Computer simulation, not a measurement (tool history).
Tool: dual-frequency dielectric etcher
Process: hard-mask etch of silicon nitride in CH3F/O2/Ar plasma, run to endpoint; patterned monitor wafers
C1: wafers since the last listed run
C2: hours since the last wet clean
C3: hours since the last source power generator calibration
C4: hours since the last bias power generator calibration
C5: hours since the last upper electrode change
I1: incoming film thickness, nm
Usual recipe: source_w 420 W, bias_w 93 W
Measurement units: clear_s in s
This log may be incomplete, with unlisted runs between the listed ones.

run 1 hour=0.0 | source_w=420 bias_w=102 | C1=0 C2=299.1 C3=3661.4 C4=1123.3 C5=4310.4 | I1=33.19 | clear_s=45.5
run 2 hour=40.0 | source_w=420 bias_w=102 | C1=568 C2=339.1 C3=3701.4 C4=1163.3 C5=4350.4 | I1=32.93 | clear_s=45.4
run 3 hour=90.8 | source_w=420 bias_w=102 | C1=722 C2=389.9 C3=3752.2 C4=1214.1 C5=4401.2 | I1=32.79 | clear_s=45.1
-- hour=136.8 wet clean of the chamber
run 4 hour=161.6 | source_w=480 bias_w=103 | C1=665 C2=24.8 C3=3823.0 C4=1284.9 C5=4472.0 | I1=32.82 | clear_s=41.9
run 5 hour=205.2 | source_w=480 bias_w=103 | C1=620 C2=68.4 C3=3866.6 C4=1328.5 C5=4515.6 | I1=32.93 | clear_s=42.2
run 6 hour=241.3 | source_w=420 bias_w=93 | C1=513 C2=104.5 C3=3902.7 C4=1364.6 C5=4551.7 | I1=32.84 | clear_s=46.0
run 7 hour=274.5 | source_w=420 bias_w=93 | C1=472 C2=137.7 C3=3935.9 C4=1397.8 C5=4584.9 | I1=32.79 | clear_s=46.3
-- hour=318.5 upper electrode replaced
run 8 hour=342.3 | source_w=420 bias_w=93 | C1=622 C2=205.5 C3=4003.7 C4=1465.6 C5=23.8 | I1=33.28 | clear_s=47.2
run 9 hour=408.4 | source_w=420 bias_w=93 | C1=940 C2=271.6 C3=4069.8 C4=1531.7 C5=89.9 | I1=32.77 | clear_s=46.6
-- hour=432.7 source power generator calibrated
run 10 hour=445.9 | source_w=420 bias_w=93 | C1=476 C2=309.1 C3=13.2 C4=1569.2 C5=127.4 | I1=32.94 | clear_s=46.9
-- hour=455.8 bias power generator calibrated
-- hour=500.8 wet clean of the chamber
run 11 hour=501.3 | source_w=420 bias_w=93 | C1=389 C2=0.5 C3=68.6 C4=45.5 C5=182.8 | I1=32.75 | clear_s=46.1
run 12 hour=529.4 | source_w=420 bias_w=93 | C1=399 C2=28.6 C3=96.7 C4=73.6 C5=210.9 | I1=33.05 | clear_s=46.3
run 13 hour=565.5 | source_w=480 bias_w=76 | C1=513 C2=64.7 C3=132.8 C4=109.7 C5=247.0 | I1=32.70 | clear_s=46.0
run 14 hour=663.0 | source_w=480 bias_w=102 | C1=1386 C2=162.2 C3=230.3 C4=207.2 C5=344.5 | I1=32.76 | clear_s=42.2
run 15 hour=705.6 | source_w=360 bias_w=87 | C1=605 C2=204.8 C3=272.9 C4=249.8 C5=387.1 | I1=33.13 | clear_s=51.4
run 16 hour=750.8 | source_w=360 bias_w=103 | C1=642 C2=250.0 C3=318.1 C4=295.0 C5=432.3 | I1=32.99 | clear_s=48.4
run 17 hour=821.6 | source_w=340 bias_w=93 | C1=1006 C2=320.8 C3=388.9 C4=365.8 C5=503.1 | I1=32.93 | clear_s=51.7
-- hour=850.1 wet clean of the chamber
run 18 hour=850.6 | source_w=420 bias_w=115 | C1=71 C2=0.5 C3=417.9 C4=394.8 C5=532.1 | I1=32.54 | clear_s=42.4

Hidden state or all else? Some run-to-run changes of clear_s, split into what the settings, what came in and random variation would give without the hidden state, and what is left for the hidden state (with any gauge scatter that isn't in both results):
Hidden state present: etch rate over this chamber's usual, %; source power that arrives over what is set, %; bias power that arrives over what is set, %.
Run 17 -> 18: source_w 340 -> 420, bias_w 93 -> 115, wet clean of the chamber. clear_s -9.3 s: hidden state -0.7, all else -8.6.

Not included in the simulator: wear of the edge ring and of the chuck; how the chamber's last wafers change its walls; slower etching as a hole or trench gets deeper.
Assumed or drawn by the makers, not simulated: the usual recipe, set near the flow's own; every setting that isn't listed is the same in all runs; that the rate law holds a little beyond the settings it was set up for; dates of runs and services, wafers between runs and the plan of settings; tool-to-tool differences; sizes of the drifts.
